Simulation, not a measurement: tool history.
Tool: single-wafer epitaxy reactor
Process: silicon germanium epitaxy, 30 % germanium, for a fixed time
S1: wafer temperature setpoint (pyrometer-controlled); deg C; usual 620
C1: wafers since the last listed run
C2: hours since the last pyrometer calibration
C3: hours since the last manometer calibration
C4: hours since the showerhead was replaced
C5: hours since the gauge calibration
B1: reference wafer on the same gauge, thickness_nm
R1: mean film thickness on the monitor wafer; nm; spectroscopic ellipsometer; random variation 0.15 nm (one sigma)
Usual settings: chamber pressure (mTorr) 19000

run 1 hour=0.0 | S1=626 chamber_pressure_(mTorr)=20500 | C1=0 C2=1558.3 C3=2086.8 C4=5406.6 C5=159.7 | B1=68.246 | R1=94.655
run 2 hour=6.7 | S1=626 chamber_pressure_(mTorr)=20500 | C1=82 C2=1565.0 C3=2093.5 C4=5413.3 C5=166.4 | B1=68.193 | R1=94.925
run 3 hour=20.2 | S1=626 chamber_pressure_(mTorr)=20500 | C1=165 C2=1578.5 C3=2107.0 C4=5426.8 C5=179.9 | B1=68.223 | R1=94.591
run 4 hour=37.3 | S1=628 chamber_pressure_(mTorr)=20000 | C1=209 C2=1595.6 C3=2124.1 C4=5443.9 C5=197.0 | B1=68.178 | R1=96.757
-- hour=46.6 capacitance manometer re-zeroed and calibrated
run 5 hour=50.1 | S1=628 chamber_pressure_(mTorr)=20000 | C1=58 C2=1608.4 C3=3.5 C4=5456.7 C5=209.8 | B1=68.234 | R1=94.180
-- hour=64.5 showerhead replaced
run 6 hour=65.8 | S1=610 chamber_pressure_(mTorr)=19000 | C1=94 C2=1624.1 C3=19.2 C4=1.3 C5=225.5 | B1=68.170 | R1=70.083
run 7 hour=114.0 | S1=610 chamber_pressure_(mTorr)=19000 | C1=590 C2=1672.3 C3=67.4 C4=49.5 C5=273.7 | B1=68.229 | R1=69.835
run 8 hour=120.2 | S1=620 chamber_pressure_(mTorr)=19000 | C1=75 C2=1678.5 C3=73.6 C4=55.7 C5=279.9 | B1=68.164 | R1=81.519
run 9 hour=136.8 | S1=620 chamber_pressure_(mTorr)=19000 | C1=203 C2=1695.1 C3=90.2 C4=72.3 C5=296.5 | B1=68.197 | R1=81.575
run 10 hour=146.4 | S1=629 chamber_pressure_(mTorr)=22200 | C1=117 C2=1704.7 C3=99.8 C4=81.9 C5=306.1 | B1=68.178 | R1=99.529
-- hour=150.1 gauge calibrated
run 11 hour=157.4 | S1=626 chamber_pressure_(mTorr)=15500 | C1=134 C2=1715.7 C3=110.8 C4=92.9 C5=7.3 | B1=68.176 | R1=83.292
run 12 hour=168.7 | S1=620 chamber_pressure_(mTorr)=19000 | C1=138 C2=1727.0 C3=122.1 C4=104.2 C5=18.6 | B1=68.123 | R1=81.697
-- hour=185.3 pyrometer calibrated
run 13 hour=185.8 | S1=630 chamber_pressure_(mTorr)=16600 | C1=111 C2=0.5 C3=139.2 C4=121.3 C5=35.7 | B1=68.138 | R1=92.233
run 14 hour=191.6 | S1=628 chamber_pressure_(mTorr)=21400 | C1=70 C2=6.3 C3=145.0 C4=127.1 C5=41.5 | B1=68.157 | R1=98.507
run 15 hour=240.4 | S1=612 chamber_pressure_(mTorr)=19000 | C1=597 C2=55.1 C3=193.8 C4=175.9 C5=90.3 | B1=68.146 | R1=73.159
run 16 hour=256.8 | S1=609 chamber_pressure_(mTorr)=14500 | C1=200 C2=71.5 C3=210.2 C4=192.3 C5=106.7 | B1=68.195 | R1=63.343
run 17 hour=269.0 | S1=620 chamber_pressure_(mTorr)=19000 | C1=149 C2=83.7 C3=222.4 C4=204.5 C5=118.9 | B1=68.163 | R1=83.073
run 18 hour=285.0 | S1=624 chamber_pressure_(mTorr)=17100 | C1=195 C2=99.7 C3=238.4 C4=220.5 C5=134.9 | B1=68.217 | R1=84.851
run 19 hour=295.3 | S1=628 chamber_pressure_(mTorr)=20500 | C1=126 C2=110.0 C3=248.7 C4=230.8 C5=145.2 | B1=68.122 | R1=96.746
run 20 hour=302.5 | S1=620 chamber_pressure_(mTorr)=21700 | C1=88 C2=117.2 C3=255.9 C4=238.0 C5=152.4 | B1=68.207 | R1=87.389
run 21 hour=310.7 | S1=620 chamber_pressure_(mTorr)=19000 | C1=100 C2=125.4 C3=264.1 C4=246.2 C5=160.6 | B1=68.204 | R1=82.984
run 22 hour=317.8 | S1=620 chamber_pressure_(mTorr)=19000 | C1=86 C2=132.5 C3=271.2 C4=253.3 C5=167.7 | B1=68.179 | R1=83.120
run 23 hour=327.3 | S1=608 chamber_pressure_(mTorr)=19000 | C1=116 C2=142.0 C3=280.7 C4=262.8 C5=177.2 | B1=68.197 | R1=68.787
run 24 hour=345.2 | S1=635 chamber_pressure_(mTorr)=17100 | C1=219 C2=159.9 C3=298.6 C4=280.7 C5=195.1 | B1=68.213 | R1=100.698
run 25 hour=361.9 | S1=605 chamber_pressure_(mTorr)=20900 | C1=204 C2=176.6 C3=315.3 C4=297.4 C5=211.8 | B1=68.288 | R1=67.888
run 26 hour=376.2 | S1=630 chamber_pressure_(mTorr)=19000 | C1=175 C2=190.9 C3=329.6 C4=311.7 C5=226.1 | B1=68.246 | R1=97.141
run 27 hour=388.5 | S1=607 chamber_pressure_(mTorr)=16000 | C1=150 C2=203.2 C3=341.9 C4=324.0 C5=238.4 | B1=68.188 | R1=63.733
run 28 hour=402.9 | S1=620 chamber_pressure_(mTorr)=19000 | C1=176 C2=217.6 C3=356.3 C4=338.4 C5=252.8 | B1=68.198 | R1=83.477
run 29 hour=420.9 | S1=620 chamber_pressure_(mTorr)=19000 | C1=220 C2=235.6 C3=374.3 C4=356.4 C5=270.8 | B1=68.220 | R1=82.921
run 30 hour=433.9 | S1=620 chamber_pressure_(mTorr)=23500 | C1=159 C2=248.6 C3=387.3 C4=369.4 C5=283.8 | B1=68.197 | R1=89.938
run 31 hour=444.7 | S1=620 chamber_pressure_(mTorr)=19000 | C1=132 C2=259.4 C3=398.1 C4=380.2 C5=294.6 | B1=68.145 | R1=83.193
run 32 hour=460.1 | S1=620 chamber_pressure_(mTorr)=19000 | C1=188 C2=274.8 C3=413.5 C4=395.6 C5=310.0 | B1=68.203 | R1=83.049
run 33 hour=477.8 | S1=620 chamber_pressure_(mTorr)=19000 | C1=216 C2=292.5 C3=431.2 C4=413.3 C5=327.7 | B1=68.199 | R1=83.038
run 34 hour=491.7 | S1=610 chamber_pressure_(mTorr)=20300 | C1=170 C2=306.4 C3=445.1 C4=427.2 C5=341.6 | B1=68.229 | R1=72.868

5 ways to go on from here, each from the tool as it stands after run 34. What would each give?
run A hour=492.1 | S1=620 chamber_pressure_(mTorr)=19000 | C1=4 C2=306.8 C3=445.5 C4=427.6 C5=342.0 | B1=? | R1=?
run B hour=492.1 | S1=626 chamber_pressure_(mTorr)=22200 | C1=4 C2=306.8 C3=445.5 C4=427.6 C5=342.0 | B1=? | R1=?
run C hour=492.1 | S1=634 chamber_pressure_(mTorr)=20400 | C1=4 C2=306.8 C3=445.5 C4=427.6 C5=342.0 | B1=? | R1=?
run D hour=492.1 | S1=629 chamber_pressure_(mTorr)=15700 | C1=4 C2=306.8 C3=445.5 C4=427.6 C5=342.0 | B1=? | R1=?
run E hour=492.1 | S1=633 chamber_pressure_(mTorr)=17600 | C1=4 C2=306.8 C3=445.5 C4=427.6 C5=342.0 | B1=? | R1=?

run=A B1=68.202 R1=83.263
run=B B1=68.202 R1=96.817
run=C B1=68.202 R1=106.022
run=D B1=68.202 R1=89.229
run=E B1=68.202 R1=98.885
Without the tool's hidden state the same runs would have given:
run=A R1=83.027
run=B R1=96.535
run=C R1=105.701
run=D R1=88.965
run=E R1=98.587
